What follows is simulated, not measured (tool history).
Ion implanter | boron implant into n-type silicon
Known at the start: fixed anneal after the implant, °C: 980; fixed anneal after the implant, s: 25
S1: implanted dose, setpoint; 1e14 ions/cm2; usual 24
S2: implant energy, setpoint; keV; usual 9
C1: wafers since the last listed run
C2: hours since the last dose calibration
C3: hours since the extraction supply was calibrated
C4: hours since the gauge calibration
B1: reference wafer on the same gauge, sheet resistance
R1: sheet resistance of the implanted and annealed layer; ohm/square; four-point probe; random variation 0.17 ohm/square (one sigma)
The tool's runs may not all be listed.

run 1 hour=0 | S1=29.49 S2=9 | C1=0 C2=1691.4 C3=2583.1 C4=84.1 | B1=93.28 | R1=112.83
run 2 hour=10.5 | S1=29.49 S2=9 | C1=285 C2=1701.9 C3=2593.6 C4=94.6 | B1=93.21 | R1=112.53
run 3 hour=61 | S1=24 S2=9 | C1=1373 C2=1752.4 C3=2644.1 C4=145.1 | B1=92.98 | R1=114.17
run 4 hour=73.3 | S1=24 S2=9 | C1=334 C2=1764.7 C3=2656.4 C4=157.4 | B1=92.92 | R1=114.08
run 5 hour=90.1 | S1=24 S2=9 | C1=457 C2=1781.5 C3=2673.2 C4=174.2 | B1=92.91 | R1=113.95
run 6 hour=107 | S1=24 S2=9 | C1=459 C2=1798.4 C3=2690.1 C4=191.1 | B1=92.82 | R1=114.22
run 7 hour=123.1 | S1=24 S2=9 | C1=438 C2=1814.5 C3=2706.2 C4=207.2 | B1=92.8 | R1=113.85
run 8 hour=129.7 | S1=24 S2=9 | C1=179 C2=1821.1 C3=2712.8 C4=213.8 | B1=92.78 | R1=113.92
run 9 hour=146.6 | S1=24 S2=9 | C1=459 C2=1838 C3=2729.7 C4=230.7 | B1=92.78 | R1=114.05
-- hour=154.8 extraction supply calibrated
run 10 hour=160.4 | S1=24 S2=9 | C1=157 C2=1851.8 C3=5.6 C4=244.5 | B1=92.74 | R1=114.1
run 11 hour=178.2 | S1=24 S2=9 | C1=484 C2=1869.6 C3=23.4 C4=262.3 | B1=92.7 | R1=113.77
run 12 hour=193 | S1=24 S2=8 | C1=402 C2=1884.4 C3=38.2 C4=277.1 | B1=92.7 | R1=122.06
run 13 hour=210.5 | S1=24 S2=8 | C1=476 C2=1901.9 C3=55.7 C4=294.6 | B1=92.65 | R1=121.93
run 14 hour=221.2 | S1=24 S2=8 | C1=291 C2=1912.6 C3=66.4 C4=305.3 | B1=92.7 | R1=122.07
run 15 hour=231.2 | S1=24 S2=9 | C1=272 C2=1922.6 C3=76.4 C4=315.3 | B1=92.62 | R1=113.99
run 16 hour=245.5 | S1=24 S2=9 | C1=389 C2=1936.9 C3=90.7 C4=329.6 | B1=92.63 | R1=113.81
run 17 hour=259.2 | S1=18.75 S2=7.5 | C1=372 C2=1950.6 C3=104.4 C4=343.3 | B1=92.6 | R1=128.77
run 18 hour=269.9 | S1=24 S2=9 | C1=291 C2=1961.3 C3=115.1 C4=354 | B1=92.64 | R1=113.73
run 19 hour=276.5 | S1=18.65 S2=7 | C1=179 C2=1967.9 C3=121.7 C4=360.6 | B1=92.57 | R1=133
run 20 hour=285.7 | S1=30.29 S2=11 | C1=250 C2=1977.1 C3=130.9 C4=369.8 | B1=92.61 | R1=98.7
run 21 hour=294.6 | S1=28.6 S2=10 | C1=242 C2=1986 C3=139.8 C4=378.7 | B1=92.62 | R1=105
-- hour=300.7 gauge calibrated
run 22 hour=305.6 | S1=26.77 S2=11.5 | C1=299 C2=1997 C3=150.8 C4=4.9 | B1=93.98 | R1=98.64
run 23 hour=321.2 | S1=19.77 S2=9 | C1=424 C2=2012.6 C3=166.4 C4=20.5 | B1=93.81 | R1=117.91
run 24 hour=334.8 | S1=26.77 S2=11.5 | C1=370 C2=2026.2 C3=180 C4=34.1 | B1=93.72 | R1=98.49
run 25 hour=342 | S1=25.96 S2=10 | C1=195 C2=2033.4 C3=187.2 C4=41.3 | B1=93.68 | R1=107.27
run 26 hour=349.5 | S1=24 S2=9 | C1=204 C2=2040.9 C3=194.7 C4=48.8 | B1=93.56 | R1=115.01
run 27 hour=357.8 | S1=24 S2=9 | C1=225 C2=2049.2 C3=203 C4=57.1 | B1=93.55 | R1=114.86
run 28 hour=366.5 | S1=28.39 S2=11 | C1=236 C2=2057.9 C3=211.7 C4=65.8 | B1=93.48 | R1=100.15
-- hour=381.2 Faraday cup replaced and dose calibrated
run 29 hour=381.7 | S1=24 S2=9 | C1=195 C2=0.5 C3=226.9 C4=81 | B1=93.4 | R1=114.4
run 30 hour=395.5 | S1=26.51 S2=10 | C1=375 C2=14.3 C3=240.7 C4=94.8 | B1=93.28 | R1=106.57
run 31 hour=405 | S1=24 S2=9 | C1=258 C2=23.8 C3=250.2 C4=104.3 | B1=93.27 | R1=114.55
run 32 hour=421.2 | S1=26.54 S2=11 | C1=440 C2=40 C3=266.4 C4=120.5 | B1=93.19 | R1=100.68
run 33 hour=428.4 | S1=29.53 S2=9 | C1=195 C2=47.2 C3=273.6 C4=127.7 | B1=93.15 | R1=112.47
run 34 hour=444.1 | S1=22.14 S2=11.5 | C1=427 C2=62.9 C3=289.3 C4=143.4 | B1=93.06 | R1=101.27
run 35 hour=455.3 | S1=31 S2=10.5 | C1=304 C2=74.1 C3=300.5 C4=154.6 | B1=93.03 | R1=101.65
run 36 hour=471.6 | S1=24 S2=7.5 | C1=443 C2=90.4 C3=316.8 C4=170.9 | B1=93.01 | R1=126.79
run 37 hour=517.8 | S1=18.14 S2=11.5 | C1=1256 C2=136.6 C3=363 C4=217.1 | B1=92.88 | R1=105.44
run 38 hour=528 | S1=24 S2=12 | C1=277 C2=146.8 C3=373.2 C4=227.3 | B1=92.83 | R1=97.12

Some steps in R1 between neighbouring runs. How much of each would the tool show without its hidden state too (settings, what came in, random variation), and how much is left for the hidden state, with any gauge scatter that isn't in both results?
The hidden state here: deviation of the true dose from the Faraday cup's reading, %; deviation of the true energy from its setpoint, %; gauge reads high (%).
Run 19 -> 20: S1 18.65 -> 30.29, S2 7 -> 11. R1 -34.3 ohm/square: hidden state +0.51, all else -34.81.
Run 21 -> 22: S1 28.6 -> 26.77, S2 10 -> 11.5, gauge calibrated. R1 -6.36 ohm/square: hidden state +1.6, all else -7.96.
Run 35 -> 36: S1 31 -> 24, S2 10.5 -> 7.5. R1 +25.14 ohm/square: hidden state -0.33, all else +25.47.
Run 36 -> 37: S1 24 -> 18.14, S2 7.5 -> 11.5. R1 -21.35 ohm/square: hidden state +0.09, all else -21.44.
